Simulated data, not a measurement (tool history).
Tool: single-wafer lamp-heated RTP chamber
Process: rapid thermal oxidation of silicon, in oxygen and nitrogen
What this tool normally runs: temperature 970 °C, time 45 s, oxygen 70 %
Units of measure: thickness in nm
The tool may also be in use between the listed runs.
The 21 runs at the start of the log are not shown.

run	hour	temperature	time	oxygen	read-back reference wafer on the same gauge, thickness	thickness
22	578.5	970	45	70	4.472	4.025
23	591.1	959	45	70	4.466	3.752
24	604.9	952	63	49	4.471	3.694
25	640.6	990	58	96	4.474	5.724
# hour 660.3: oxygen flow controller replaced
26	674.4	982	64	78	4.468	5.272
27	690.5	970	57	70	4.474	4.451
28	720.8	970	45	70	4.470	4.044
# hour 745.0: pyrometer window cleaned and pyrometer calibrated
29	745.5	970	45	70	4.470	3.955
30	764.9	970	45	70	4.471	3.984
31	798.3	945	38	62	4.475	3.156
32	875.7	970	37	70	4.470	3.732
33	901.6	961	30	54	4.468	3.100
34	921.4	982	55	98	4.471	5.290
35	936.8	970	45	70	4.472	4.017
36	965.1	989	58	82	4.470	5.389
# hour 994.2: gauge calibrated
37	995.2	990	45	50	4.473	4.136

Consider 5 possible next runs. They are alternatives, not a sequence: every one starts from the tool as it was left by run 37. What does each give?
A	995.6	970	45	70	?	?
B	995.6	970	65	97	?	?
C	995.6	943	56	70	?	?
D	995.6	955	56	89	?	?
E	995.6	949	66	70	?	?

run	read-back reference wafer on the same gauge, thickness	thickness
A	4.468	4.025
B	4.468	5.194
C	4.468	3.671
D	4.468	4.262
E	4.468	4.059
Without the tool's hidden state the same runs would have given:
run	thickness
A	3.947
B	5.082
C	3.604
D	4.175
E	3.979
